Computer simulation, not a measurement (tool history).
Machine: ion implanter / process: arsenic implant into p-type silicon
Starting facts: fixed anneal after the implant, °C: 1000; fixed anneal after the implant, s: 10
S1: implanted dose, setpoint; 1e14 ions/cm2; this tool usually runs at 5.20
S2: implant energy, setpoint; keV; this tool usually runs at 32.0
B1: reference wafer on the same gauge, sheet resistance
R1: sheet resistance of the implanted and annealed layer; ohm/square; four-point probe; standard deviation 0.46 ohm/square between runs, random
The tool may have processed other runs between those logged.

| run | hour | S1 | S2 | B1 | R1 |
|---|---|---|---|---|---|
| 1 | 0.0 | 5.78 | 39.5 | 164.08 | 171.34 |
| 2 | 67.3 | 5.78 | 39.5 | 164.01 | 171.49 |
| 3 | 120.0 | 5.78 | 39.5 | 163.97 | 171.58 |
| 4 | 164.6 | 5.20 | 32.0 | 164.07 | 192.14 |
| 5 | 223.9 | 5.20 | 32.0 | 164.05 | 192.35 |
| 6 | 293.3 | 5.20 | 32.0 | 163.98 | 191.68 |
| 7 | 326.3 | 5.20 | 32.0 | 163.88 | 192.56 |
| 8 | 383.6 | 5.20 | 32.0 | 164.11 | 192.39 |
| 9 | 444.7 | 6.09 | 32.0 | 163.95 | 171.37 |
| 10 | 469.6 | 5.20 | 32.0 | 163.85 | 191.88 |
| 11 | 516.4 | 5.20 | 32.0 | 164.16 | 192.15 |
| 12 | 549.0 | 5.20 | 32.0 | 164.26 | 191.21 |
| 13 | 619.2 | 5.20 | 32.0 | 163.95 | 192.01 |
| 14 | 682.7 | 5.20 | 32.0 | 164.03 | 192.43 |
| 15 | 790.0 | 5.20 | 32.0 | 163.90 | 192.30 |
| 16 | 831.8 | 5.20 | 32.0 | 163.97 | 192.65 |
| 17 | 881.7 | 4.57 | 39.5 | 164.06 | 204.54 |
| 18 | 923.7 | 4.16 | 35.5 | 163.86 | 223.42 |
| 19 | 1059.0 | 5.20 | 32.0 | 163.84 | 192.20 |
| 20 | 1105.8 | 5.20 | 32.0 | 164.12 | 192.98 |
| 21 | 1151.5 | 5.20 | 32.0 | 163.74 | 191.55 |
| 22 | 1194.6 | 5.95 | 27.0 | 164.03 | 179.15 |
| 23 | 1244.4 | 4.75 | 37.5 | 163.94 | 199.31 |
| 24 | 1290.0 | 5.20 | 36.5 | 163.96 | 188.68 |
| 25 | 1341.3 | 3.64 | 40.5 | 164.06 | 241.13 |
| 26 | 1392.1 | 4.25 | 24.0 | 164.05 | 233.20 |
| 27 | 1422.9 | 5.20 | 32.0 | 163.85 | 191.79 |
| 28 | 1457.6 | 6.71 | 24.0 | 164.27 | 169.24 |
| 29 | 1502.7 | 5.20 | 32.0 | 164.18 | 191.95 |
| 30 | 1529.5 | 3.65 | 23.5 | 163.99 | 261.52 |
| 31 | 1595.1 | 5.20 | 32.0 | 163.92 | 192.98 |
| 32 | 1641.9 | 5.20 | 21.5 | 163.86 | 204.10 |
| 33 | 1686.0 | 5.72 | 36.0 | 164.06 | 176.09 |
| 34 | 1712.0 | 5.20 | 32.0 | 163.97 | 191.66 |
| 35 | 1765.9 | 5.20 | 32.0 | 163.96 | 192.47 |
| 36 | 1822.0 | 5.75 | 26.0 | 163.91 | 184.84 |
| 37 | 1894.0 | 5.20 | 35.0 | 164.25 | 188.80 |

Not shown here: 3 entries made in the log between runs. Locate each between two listed runs and compare the hidden state at the listed run before it with the hidden state at the listed run after it:
Run 14 -> run 15: gauge calibrated (hour 710.9)
  nothing in the hidden state changes from one run to the other
Run 19 -> run 20: extraction supply calibrated (hour 1098.9)
  nothing in the hidden state changes from one run to the other
Run 24 -> run 25: Faraday cup replaced and dose calibrated (hour 1315.3)
  nothing in the hidden state changes from one run to the other

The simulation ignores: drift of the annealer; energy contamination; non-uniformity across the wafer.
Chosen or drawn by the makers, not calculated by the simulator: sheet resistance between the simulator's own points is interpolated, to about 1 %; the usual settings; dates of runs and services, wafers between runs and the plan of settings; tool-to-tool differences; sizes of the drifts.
